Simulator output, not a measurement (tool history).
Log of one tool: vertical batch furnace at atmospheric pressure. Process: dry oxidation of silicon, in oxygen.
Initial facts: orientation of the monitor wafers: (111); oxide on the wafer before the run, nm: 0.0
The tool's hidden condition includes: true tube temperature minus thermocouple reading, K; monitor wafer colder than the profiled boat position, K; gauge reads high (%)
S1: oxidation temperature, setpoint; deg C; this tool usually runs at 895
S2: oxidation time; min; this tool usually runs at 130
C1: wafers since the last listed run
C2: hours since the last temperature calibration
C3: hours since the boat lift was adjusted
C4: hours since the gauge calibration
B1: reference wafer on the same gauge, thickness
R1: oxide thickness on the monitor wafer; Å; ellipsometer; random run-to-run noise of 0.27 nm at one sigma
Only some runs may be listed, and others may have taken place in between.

run    hour   S1     S2    C1      C2      C3      C4     B1     R1
  1       0  895    130     0  2758.3  1335.5   903.6  55.39  532.8
  2    60.1  895    130   805  2818.4  1395.6   963.7  55.37  533.5
  3     104  877    130   588  2862.3  1439.5  1007.6   55.4  436.1
  4   306.2  886    130  2710  3064.5  1641.7  1209.8  55.19  486.2
  5   371.4  886    130   874  3129.7  1706.9    1275  55.25  487.1
  6   399.8  895    130   380  3158.1  1735.3  1303.4  55.33  528.9
  7   443.3  895    130   583  3201.6  1778.8  1346.9  55.49  529.7
  8   481.8  895    130   516  3240.1  1817.3  1385.4  55.21  532.2
  9   522.5  895    130   545  3280.8    1858  1426.1  55.31  531.7
 10   581.3  895   82.5   788  3339.6  1916.8  1484.9  55.25    383
 11   626.2  895   82.5   601  3384.5  1961.7  1529.8  55.36  387.9
 12     698  895   82.5   962  3456.3  2033.5  1601.6  55.25  385.3
 13   755.8  895    130   774  3514.1  2091.3  1659.4  55.33  533.9
 14   805.3  895    130   663  3563.6  2140.8  1708.9  55.28  524.3
 15   876.3  895    104   951  3634.6  2211.8  1779.9  55.24  449.7
 16   907.7  895    104   420    3666  2243.2  1811.3  55.32  450.4
 17   946.8  895    104   524  3705.1  2282.3  1850.4  55.28  450.6
 18  1007.8  895   97.5   817  3766.1  2343.3  1911.4  55.25  431.4
 19  1050.4  871     76   571  3808.7  2385.9    1954  55.31  284.1
 20  1120.7  895    130   942    3879  2456.2  2024.3  55.37  524.8
 21  1157.1  874   70.5   487  3915.4  2492.6  2060.7  55.25  276.6
     1239.9  -- boat lift adjusted
 22  1240.4  895  179.5   794  3998.7     0.5    2144  55.34  683.7
 23  1251.6  895    130   150  4009.9    11.7  2155.2  55.36  546.4
 24  1293.9  895    130   567  4052.2      54  2197.5  55.33    549
     1335.7  -- gauge calibrated
 25  1358.8  895    130   870  4117.1   118.9    23.1  55.35  541.5
     1398.3  -- thermocouples replaced and temperature profile calibrated
 26    1405  916    130   297     6.7   165.1    69.3  55.28  637.1
 27  1475.4  879    166   943    77.1   235.5   139.7  55.36  518.1
 28  1534.6  916     82   793   136.3   294.7   198.9  55.29  466.3
 29  1604.2  903    130   933   205.9   364.3   268.5  55.25  559.1
 30  1646.9  912    130   572   248.6     407   311.2   55.3  609.3
 31  1685.5  895    153   517   287.2   445.6   349.8  55.26  575.6
 32    1724  895     75   516   325.7   484.1   388.3  55.43  350.3
 33  1784.7  895    130   813   386.4   544.8     449  55.36  515.7
 34  1848.1  895    130   849   449.8   608.2   512.4  55.49  515.5
 35  1908.5  895    104   809   510.2   668.6   572.8  55.34  445.8
 36  1994.8  888    192  1156   596.5   754.9   659.1  55.33    638
 37    2030  915    191   471   631.7   790.1   694.3  55.31  834.3
 38  2098.4  895    130   916   700.1   858.5   762.7  55.25  515.8

Alternative continuations, all from the tool just after run 38; predict every row:
  A  2105  895     96  88  706.7  865.1  769.3   ?   ?
  B  2105  879     66  88  706.7  865.1  769.3   ?   ?
  C  2105  912   74.5  88  706.7  865.1  769.3   ?   ?
  D  2105  895  155.5  88  706.7  865.1  769.3   ?   ?
  E  2105  915    130  88  706.7  865.1  769.3   ?   ?

run     B1     R1
  A  55.27  423.2
  B  55.27  276.2
  C  55.27  421.6
  D  55.27  592.3
  E  55.27  640.3
Without the tool's unlogged condition, the same runs would have read:
run     R1
  A    420
  B    274
  C  418.4
  D  587.8
  E  635.5
